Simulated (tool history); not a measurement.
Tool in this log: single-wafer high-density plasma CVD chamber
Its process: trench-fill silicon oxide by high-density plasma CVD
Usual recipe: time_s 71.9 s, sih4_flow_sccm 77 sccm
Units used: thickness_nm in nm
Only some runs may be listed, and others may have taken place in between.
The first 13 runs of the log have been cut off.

run	hour	time_s	sih4_flow_sccm	wafers since the last listed run	hours since the silane flow controller was replaced	hours since the gauge calibration	read-back reference wafer on the same gauge, thickness_nm	thickness_nm
14	582.9	71.9	77	640	2693.7	510.8	464.573	549.149
15	648.5	71.9	77	875	2759.3	576.4	465.12	546.897
16	682.5	71.9	77	453	2793.3	610.4	465.033	548.413
17	708	71.9	77	340	2818.8	635.9	463.47	552.861
18	752	71.9	77	587	2862.8	679.9	465.442	544.306
19	813.1	71.9	77	815	2923.9	741	464.575	545.822
20	883.3	62.7	88	936	2994.1	811.2	463.47	542.282
21	921.7	71.9	77	512	3032.5	849.6	464.673	541.834
# hour 928.8: gauge calibrated
22	981.7	80	77	800	3092.5	52.9	464.563	600.265
23	1039.8	71.9	68	775	3150.6	111	464.332	477.686
24	1103.9	80.4	70	855	3214.7	175.1	465.521	549.684
# hour 1199.1: silane flow controller replaced
25	1238.4	71.9	77	1688	39.3	309.6	465.038	580.578
26	1285.8	84.4	89	632	86.7	357	466.248	791.051
27	1336.8	71.9	77	680	137.7	408	464.909	578.342
28	1395.3	59.2	63	780	196.2	466.5	464.932	390.012
29	1431.8	67.9	87	487	232.7	503	464.514	614.955
30	1461.6	71.9	77	397	262.5	532.8	464.621	577.32
31	1498.1	71.9	62	487	299	569.3	465.733	465.537
32	1558.9	79.9	63	811	359.8	630.1	465.258	526.142
33	1754.1	60.4	77	2605	555	825.3	464.979	486.622
34	1826	71.9	77	959	626.9	897.2	465.072	574.697
35	1876.6	64.6	70	675	677.5	947.8	464.752	467.307
36	1942.7	63.1	66	882	743.6	1013.9	466.001	431.925

Consider 5 possible next runs. They are alternatives, not a sequence: every one starts from the tool as it was left by run 36. What does each give?
A	1943.1	71.9	85	5	744	1014.3	?	?
B	1943.1	75.7	83	5	744	1014.3	?	?
C	1943.1	66	71	5	744	1014.3	?	?
D	1943.1	58.1	64	5	744	1014.3	?	?
E	1943.1	59.6	90	5	744	1014.3	?	?

run	read-back reference wafer on the same gauge, thickness_nm	thickness_nm
A	465.326	633.921
B	465.326	651.72
C	465.326	486.06
D	465.326	385.695
E	465.326	556.386
Without the tool's hidden state the same runs would have given:
run	thickness_nm
A	635.524
B	653.368
C	487.288
D	386.67
E	557.792
